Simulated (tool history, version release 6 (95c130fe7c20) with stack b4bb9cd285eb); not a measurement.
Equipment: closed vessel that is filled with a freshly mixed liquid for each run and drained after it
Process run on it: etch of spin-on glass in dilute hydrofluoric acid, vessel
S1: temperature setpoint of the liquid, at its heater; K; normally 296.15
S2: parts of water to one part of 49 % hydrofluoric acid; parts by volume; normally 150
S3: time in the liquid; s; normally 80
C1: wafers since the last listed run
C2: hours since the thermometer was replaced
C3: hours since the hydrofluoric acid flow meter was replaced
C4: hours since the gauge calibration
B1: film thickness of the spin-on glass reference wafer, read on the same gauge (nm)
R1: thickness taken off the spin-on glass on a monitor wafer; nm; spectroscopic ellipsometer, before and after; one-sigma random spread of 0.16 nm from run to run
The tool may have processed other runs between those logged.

| run | hour | S1 | S2 | S3 | C1 | C2 | C3 | C4 | B1 | R1 |
|---|---|---|---|---|---|---|---|---|---|---|
| 1 | 0 | 293.65 | 150 | 80 | 0 | 482.8 | 1785.9 | 3 | 30.02 | 16.34 |
| 2 | 15.9 | 293.65 | 150 | 80 | 2161 | 498.7 | 1801.8 | 18.9 | 29.98 | 15.88 |
| 3 | 23.9 | 296.15 | 150 | 80 | 1087 | 506.7 | 1809.8 | 26.9 | 30.01 | 18.03 |
| 4 | 41.3 | 296.15 | 150 | 80 | 2365 | 524.1 | 1827.2 | 44.3 | 29.97 | 17.86 |
| 5 | 67.9 | 296.15 | 150 | 80 | 3616 | 550.7 | 1853.8 | 70.9 | 30 | 17.8 |
| 6 | 84.8 | 296.15 | 120 | 80 | 2297 | 567.6 | 1870.7 | 87.8 | 30.01 | 22.88 |
| 7 | 99 | 296.15 | 120 | 80 | 1930 | 581.8 | 1884.9 | 102 | 29.99 | 22.68 |
| 8 | 108.6 | 296.15 | 150 | 80 | 1305 | 591.4 | 1894.5 | 111.6 | 30 | 17.8 |
| 9 | 116.8 | 296.15 | 90 | 80 | 1114 | 599.6 | 1902.7 | 119.8 | 29.99 | 31.16 |
| 10 | 128.3 | 296.15 | 90 | 80 | 1563 | 611.1 | 1914.2 | 131.3 | 29.98 | 31.38 |
| 11 | 140.8 | 296.15 | 150 | 80 | 1699 | 623.6 | 1926.7 | 143.8 | 30 | 17.73 |
| 12 | 156.3 | 296.15 | 150 | 80 | 2107 | 639.1 | 1942.2 | 159.3 | 30.01 | 17.51 |
| 13 | 163.3 | 296.15 | 150 | 80 | 951 | 646.1 | 1949.2 | 166.3 | 30.02 | 17.46 |
|  | 169.8 | thermometer replaced |
| 14 | 178.8 | 296.15 | 130 | 80 | 1971 | 9 | 1964.7 | 181.8 | 29.97 | 19.75 |
| 15 | 196.7 | 296.15 | 150 | 80 | 2433 | 26.9 | 1982.6 | 199.7 | 29.97 | 16.6 |
| 16 | 206.5 | 296.15 | 150 | 95 | 1332 | 36.7 | 1992.4 | 209.5 | 29.99 | 19.44 |
| 17 | 223.7 | 296.15 | 150 | 80 | 2338 | 53.9 | 2009.6 | 226.7 | 30 | 16.55 |
| 18 | 233 | 296.15 | 90 | 80 | 1264 | 63.2 | 2018.9 | 236 | 30.02 | 29.79 |
|  | 235.7 | thermometer replaced, repeated, since the last time left the tool worse |
| 19 | 239.1 | 292.65 | 220 | 125 | 693 | 3.4 | 2025 | 242.1 | 29.99 | 16.04 |
| 20 | 251.8 | 293.15 | 150 | 80 | 1726 | 16.1 | 2037.7 | 254.8 | 30 | 16.56 |
| 21 | 264.2 | 296.15 | 100 | 80 | 1685 | 28.5 | 2050.1 | 267.2 | 29.99 | 29.53 |
|  | 268.8 | hydrofluoric acid flow meter replaced |
| 22 | 273.9 | 296.15 | 150 | 60 | 1182 | 38.2 | 5.1 | 276.9 | 29.98 | 13.85 |
| 23 | 287.3 | 296.15 | 75 | 80 | 1821 | 51.6 | 18.5 | 290.3 | 30 | 40.28 |
|  | 296.5 | gauge calibrated |
| 24 | 299.2 | 296.15 | 150 | 80 | 1617 | 63.5 | 30.4 | 2.7 | 29.98 | 18.38 |
| 25 | 306 | 291.15 | 115 | 30 | 924 | 70.3 | 37.2 | 9.5 | 30.02 | 7.6 |
| 26 | 318.6 | 297.65 | 150 | 80 | 1713 | 82.9 | 49.8 | 22.1 | 29.99 | 19.69 |
| 27 | 334.8 | 299.65 | 150 | 80 | 2202 | 99.1 | 66 | 38.3 | 30 | 21.37 |
| 28 | 343.8 | 296.15 | 190 | 110 | 1223 | 108.1 | 75 | 47.3 | 30.02 | 19.27 |
| 29 | 352 | 299.65 | 95 | 60 | 1114 | 116.3 | 83.2 | 55.5 | 30 | 26.79 |
| 30 | 358.8 | 298.15 | 150 | 80 | 924 | 123.1 | 90 | 62.3 | 30.01 | 19.74 |
| 31 | 371.2 | 298.15 | 150 | 80 | 1685 | 135.5 | 102.4 | 74.7 | 30 | 19.62 |
| 32 | 385.5 | 300.15 | 150 | 80 | 1944 | 149.8 | 116.7 | 89 | 29.99 | 21.25 |

Here are 4 independent what-if runs from the current tool condition. What would each one return?
| A | 386.2 | 296.15 | 150 | 80 | 95 | 150.5 | 117.4 | 89.7 | ? | ? |
| B | 386.2 | 292.65 | 150 | 115 | 95 | 150.5 | 117.4 | 89.7 | ? | ? |
| C | 386.2 | 296.15 | 115 | 80 | 95 | 150.5 | 117.4 | 89.7 | ? | ? |
| D | 386.2 | 292.65 | 150 | 60 | 95 | 150.5 | 117.4 | 89.7 | ? | ? |

| run | B1 | R1 |
|---|---|---|
| A | 30.02 | 18.19 |
| B | 30.02 | 22.78 |
| C | 30.02 | 24.69 |
| D | 30.02 | 11.88 |
Without the tool's unlogged condition, the same runs would have read:
| run | R1 |
|---|---|
| A | 18.53 |
| B | 23.22 |
| C | 25.16 |
| D | 12.11 |

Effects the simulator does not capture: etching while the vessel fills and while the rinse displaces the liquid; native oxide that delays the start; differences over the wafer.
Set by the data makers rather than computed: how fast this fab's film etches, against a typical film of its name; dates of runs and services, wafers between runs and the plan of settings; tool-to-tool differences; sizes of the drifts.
